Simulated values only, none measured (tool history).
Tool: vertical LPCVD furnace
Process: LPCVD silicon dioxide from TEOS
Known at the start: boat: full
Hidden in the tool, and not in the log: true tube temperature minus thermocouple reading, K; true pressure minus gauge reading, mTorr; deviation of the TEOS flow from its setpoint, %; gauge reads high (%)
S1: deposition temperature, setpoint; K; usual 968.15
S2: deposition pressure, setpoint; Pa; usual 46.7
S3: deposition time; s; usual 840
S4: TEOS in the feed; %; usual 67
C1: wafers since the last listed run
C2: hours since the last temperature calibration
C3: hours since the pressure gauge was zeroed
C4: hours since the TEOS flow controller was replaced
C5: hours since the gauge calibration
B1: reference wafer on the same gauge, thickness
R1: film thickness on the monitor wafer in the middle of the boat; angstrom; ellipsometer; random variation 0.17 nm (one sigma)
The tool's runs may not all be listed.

run 1 hour=0 | S1=968.15 S2=46.7 S3=840 S4=67 | C1=0 C2=1944.1 C3=2818.3 C4=5007.8 C5=939.3 | B1=99.97 | R1=1065.8
run 2 hour=48.2 | S1=968.15 S2=46.7 S3=840 S4=67 | C1=949 C2=1992.3 C3=2866.5 C4=5056 C5=987.5 | B1=100 | R1=1063.6
run 3 hour=79.8 | S1=968.15 S2=46.7 S3=840 S4=67 | C1=622 C2=2023.9 C3=2898.1 C4=5087.6 C5=1019.1 | B1=99.98 | R1=1067.3
run 4 hour=111.2 | S1=968.15 S2=46.7 S3=840 S4=67 | C1=618 C2=2055.3 C3=2929.5 C4=5119 C5=1050.5 | B1=100 | R1=1071.2
run 5 hour=151.6 | S1=968.15 S2=46.7 S3=840 S4=67 | C1=795 C2=2095.7 C3=2969.9 C4=5159.4 C5=1090.9 | B1=99.97 | R1=1074.8
run 6 hour=201.6 | S1=968.15 S2=46.7 S3=840 S4=67 | C1=984 C2=2145.7 C3=3019.9 C4=5209.4 C5=1140.9 | B1=99.98 | R1=1074.5
run 7 hour=263.9 | S1=968.15 S2=46.7 S3=840 S4=67 | C1=1226 C2=2208 C3=3082.2 C4=5271.7 C5=1203.2 | B1=100 | R1=1080.9
run 8 hour=334.8 | S1=968.15 S2=46.7 S3=840 S4=67 | C1=1396 C2=2278.9 C3=3153.1 C4=5342.6 C5=1274.1 | B1=99.96 | R1=1082.5
-- hour=343.4 gauge calibrated
-- hour=359.6 pressure gauge zeroed
run 9 hour=381.7 | S1=968.15 S2=46.7 S3=1050 S4=67 | C1=451 C2=2325.8 C3=22.1 C4=5389.5 C5=38.3 | B1=99.95 | R1=1320.2
-- hour=415.5 TEOS flow controller replaced
run 10 hour=436.9 | S1=968.15 S2=46.7 S3=840 S4=62 | C1=614 C2=2381 C3=77.3 C4=21.4 C5=93.5 | B1=100.02 | R1=1014.6
run 11 hour=498 | S1=968.15 S2=46.7 S3=840 S4=62 | C1=1203 C2=2442.1 C3=138.4 C4=82.5 C5=154.6 | B1=100.03 | R1=1016.5
run 12 hour=551.9 | S1=976.15 S2=51.3 S3=630 S4=76 | C1=1061 C2=2496 C3=192.3 C4=136.4 C5=208.5 | B1=100.01 | R1=1066.6
run 13 hour=598.8 | S1=979.15 S2=46.7 S3=840 S4=67 | C1=923 C2=2542.9 C3=239.2 C4=183.3 C5=255.4 | B1=100.03 | R1=1367.4
run 14 hour=666.8 | S1=968.15 S2=46.7 S3=840 S4=67 | C1=1339 C2=2610.9 C3=307.2 C4=251.3 C5=323.4 | B1=99.99 | R1=1064
run 15 hour=691.1 | S1=968.15 S2=46.7 S3=690 S4=67 | C1=478 C2=2635.2 C3=331.5 C4=275.6 C5=347.7 | B1=100 | R1=874.4
-- hour=715.5 thermocouples replaced and temperature profile calibrated
run 16 hour=757.1 | S1=968.15 S2=46.7 S3=540 S4=67 | C1=827 C2=41.6 C3=397.5 C4=341.6 C5=413.7 | B1=99.95 | R1=653.4
run 17 hour=809.8 | S1=968.15 S2=46.7 S3=840 S4=67 | C1=1037 C2=94.3 C3=450.2 C4=394.3 C5=466.4 | B1=99.99 | R1=1016.1
run 18 hour=858.9 | S1=977.15 S2=46.7 S3=840 S4=67 | C1=967 C2=143.4 C3=499.3 C4=443.4 C5=515.5 | B1=100.01 | R1=1255
run 19 hour=909.1 | S1=975.15 S2=42 S3=600 S4=67 | C1=988 C2=193.6 C3=549.5 C4=493.6 C5=565.7 | B1=100 | R1=812.6
run 20 hour=959 | S1=968.15 S2=46.7 S3=840 S4=67 | C1=982 C2=243.5 C3=599.4 C4=543.5 C5=615.6 | B1=100.01 | R1=1019.5
run 21 hour=1005.5 | S1=968.15 S2=56 S3=840 S4=67 | C1=915 C2=290 C3=645.9 C4=590 C5=662.1 | B1=100.03 | R1=1115.4
run 22 hour=1032.9 | S1=968.15 S2=52 S3=840 S4=67 | C1=539 C2=317.4 C3=673.3 C4=617.4 C5=689.5 | B1=99.98 | R1=1076.2

The tool's hidden state at each run:
deviation of the TEOS flow from its setpoint, %: 0 in every run
gauge reads high (%): 0 in every run
H1: true tube temperature minus thermocouple reading, K
H2: true pressure minus gauge reading, mTorr
run=1 H1=1.26 H2=14.6
run=2 H1=1.31 H2=15.1
run=3 H1=1.34 H2=15.4
run=4 H1=1.37 H2=15.8
run=5 H1=1.42 H2=16.2
run=6 H1=1.47 H2=16.8
run=7 H1=1.54 H2=17.5
run=8 H1=1.63 H2=18.3
run=9 H1=1.68 H2=-0.163
run=10 H1=1.75 H2=-0.153
run=11 H1=1.83 H2=-0.128
run=12 H1=1.9 H2=-0.0945
run=13 H1=1.96 H2=-0.0565
run=14 H1=2.05 H2=0.0131
run=15 H1=2.09 H2=0.0422
run=16 H1=0.161 H2=0.132
run=17 H1=0.163 H2=0.216
run=18 H1=0.166 H2=0.304
run=19 H1=0.17 H2=0.402
run=20 H1=0.176 H2=0.51
run=21 H1=0.182 H2=0.618
run=22 H1=0.187 H2=0.686
